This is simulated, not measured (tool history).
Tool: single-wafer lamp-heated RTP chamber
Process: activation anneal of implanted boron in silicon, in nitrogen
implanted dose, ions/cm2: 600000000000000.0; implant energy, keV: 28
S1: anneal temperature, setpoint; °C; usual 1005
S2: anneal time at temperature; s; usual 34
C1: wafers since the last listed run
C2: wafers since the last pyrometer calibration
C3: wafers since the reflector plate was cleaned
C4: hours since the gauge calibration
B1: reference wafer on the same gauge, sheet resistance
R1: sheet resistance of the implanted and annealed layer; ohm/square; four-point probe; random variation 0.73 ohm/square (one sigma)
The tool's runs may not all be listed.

{"run": 1, "hour": 0.0, "S1": 1005, "S2": 27, "C1": 0, "C2": 942, "C3": 1828, "C4": 584.1, "B1": 227.44, "R1": 194.67}
{"run": 2, "hour": 58.7, "S1": 1005, "S2": 34, "C1": 622, "C2": 1565, "C3": 2450, "C4": 642.8, "B1": 227.16, "R1": 193.67}
{"run": 3, "hour": 129.2, "S1": 1005, "S2": 34, "C1": 747, "C2": 2313, "C3": 3198, "C4": 713.3, "B1": 226.16, "R1": 192.96}
{"hour": 174.4, "done": "pyrometer window cleaned and pyrometer calibrated"}
{"run": 4, "hour": 200.1, "S1": 1005, "S2": 34, "C1": 667, "C2": 273, "C3": 3865, "C4": 784.2, "B1": 225.68, "R1": 192.98}
{"run": 5, "hour": 257.9, "S1": 1017, "S2": 34, "C1": 613, "C2": 886, "C3": 4478, "C4": 842, "B1": 225.48, "R1": 189.18}
{"run": 6, "hour": 325.2, "S1": 1017, "S2": 34, "C1": 713, "C2": 1600, "C3": 5192, "C4": 909.3, "B1": 224.58, "R1": 189.94}
{"run": 7, "hour": 366.4, "S1": 1017, "S2": 34, "C1": 437, "C2": 2037, "C3": 5629, "C4": 950.5, "B1": 224.09, "R1": 189.35}
{"run": 8, "hour": 394.2, "S1": 1005, "S2": 34, "C1": 294, "C2": 2331, "C3": 5924, "C4": 978.3, "B1": 223.81, "R1": 190.36}
{"hour": 405.5, "done": "reflector plate cleaned"}
{"hour": 437.4, "done": "pyrometer window cleaned and pyrometer calibrated"}
{"run": 9, "hour": 465.6, "S1": 1005, "S2": 34, "C1": 587, "C2": 298, "C3": 552, "C4": 1049.7, "B1": 222.97, "R1": 189.61}
{"run": 10, "hour": 515.3, "S1": 1005, "S2": 34, "C1": 527, "C2": 825, "C3": 1079, "C4": 1099.4, "B1": 222.11, "R1": 188.7}
{"run": 11, "hour": 547.0, "S1": 1005, "S2": 34, "C1": 336, "C2": 1162, "C3": 1415, "C4": 1131.1, "B1": 222.05, "R1": 189.32}
{"run": 12, "hour": 600.6, "S1": 1005, "S2": 34, "C1": 568, "C2": 1730, "C3": 1984, "C4": 1184.7, "B1": 221.09, "R1": 188.53}
{"run": 13, "hour": 650.5, "S1": 1005, "S2": 34, "C1": 529, "C2": 2260, "C3": 2513, "C4": 1234.6, "B1": 220.47, "R1": 188.35}
{"hour": 683.1, "done": "pyrometer window cleaned and pyrometer calibrated"}
{"run": 14, "hour": 702.0, "S1": 1005, "S2": 16, "C1": 461, "C2": 200, "C3": 2975, "C4": 1286.1, "B1": 219.85, "R1": 189.56}
{"run": 15, "hour": 752.4, "S1": 1005, "S2": 34, "C1": 534, "C2": 735, "C3": 3509, "C4": 1336.5, "B1": 218.88, "R1": 187.5}
{"hour": 773.7, "done": "gauge calibrated"}
{"run": 16, "hour": 786.7, "S1": 1005, "S2": 34, "C1": 363, "C2": 1099, "C3": 3873, "C4": 13, "B1": 229.61, "R1": 196.89}
{"run": 17, "hour": 817.2, "S1": 1030, "S2": 34, "C1": 323, "C2": 1422, "C3": 4197, "C4": 43.5, "B1": 229.39, "R1": 191.3}
{"run": 18, "hour": 862.6, "S1": 981, "S2": 44, "C1": 481, "C2": 1904, "C3": 4678, "C4": 88.9, "B1": 229.29, "R1": 205.78}
{"run": 19, "hour": 931.5, "S1": 989, "S2": 26, "C1": 730, "C2": 2635, "C3": 5409, "C4": 157.8, "B1": 229.15, "R1": 204.02}
{"hour": 977.1, "done": "pyrometer window cleaned and pyrometer calibrated"}
{"run": 20, "hour": 997.0, "S1": 1032, "S2": 48, "C1": 609, "C2": 210, "C3": 6019, "C4": 223.3, "B1": 229.44, "R1": 189.95}
{"hour": 1023.9, "done": "reflector plate cleaned"}
{"run": 21, "hour": 1054.8, "S1": 1005, "S2": 34, "C1": 528, "C2": 739, "C3": 328, "C4": 281.1, "B1": 228.95, "R1": 194.71}
{"run": 22, "hour": 1086.6, "S1": 981, "S2": 34, "C1": 337, "C2": 1076, "C3": 665, "C4": 312.9, "B1": 228.58, "R1": 205.36}
{"run": 23, "hour": 1141.0, "S1": 1015, "S2": 45, "C1": 577, "C2": 1653, "C3": 1242, "C4": 367.3, "B1": 228.38, "R1": 193}
{"run": 24, "hour": 1206.8, "S1": 1005, "S2": 34, "C1": 697, "C2": 2351, "C3": 1940, "C4": 433.1, "B1": 228.47, "R1": 193.21}
{"hour": 1251.5, "done": "pyrometer window cleaned and pyrometer calibrated"}
{"run": 25, "hour": 1253.3, "S1": 1014, "S2": 26, "C1": 408, "C2": 18, "C3": 2348, "C4": 479.6, "B1": 228.25, "R1": 194.84}
{"run": 26, "hour": 1323.5, "S1": 1019, "S2": 20, "C1": 744, "C2": 763, "C3": 3093, "C4": 549.8, "B1": 228.07, "R1": 192.69}

Forecast each of these 4 alternatives for the next run:
{"run": "A", "hour": 1323.9, "S1": 1005, "S2": 34, "C1": 4, "C2": 767, "C3": 3097, "C4": 550.2, "B1": "?", "R1": "?"}
{"run": "B", "hour": 1323.9, "S1": 1022, "S2": 19, "C1": 4, "C2": 767, "C3": 3097, "C4": 550.2, "B1": "?", "R1": "?"}
{"run": "C", "hour": 1323.9, "S1": 1017, "S2": 16, "C1": 4, "C2": 767, "C3": 3097, "C4": 550.2, "B1": "?", "R1": "?"}
{"run": "D", "hour": 1323.9, "S1": 1020, "S2": 42, "C1": 4, "C2": 767, "C3": 3097, "C4": 550.2, "B1": "?", "R1": "?"}

run=A B1=227.35 R1=194.35
run=B B1=227.35 R1=192.39
run=C B1=227.35 R1=193.62
run=D B1=227.35 R1=190.75
Without the tool's hidden state the same runs would have given:
run=A R1=195.37
run=B R1=193.4
run=C R1=194.64
run=D R1=191.75
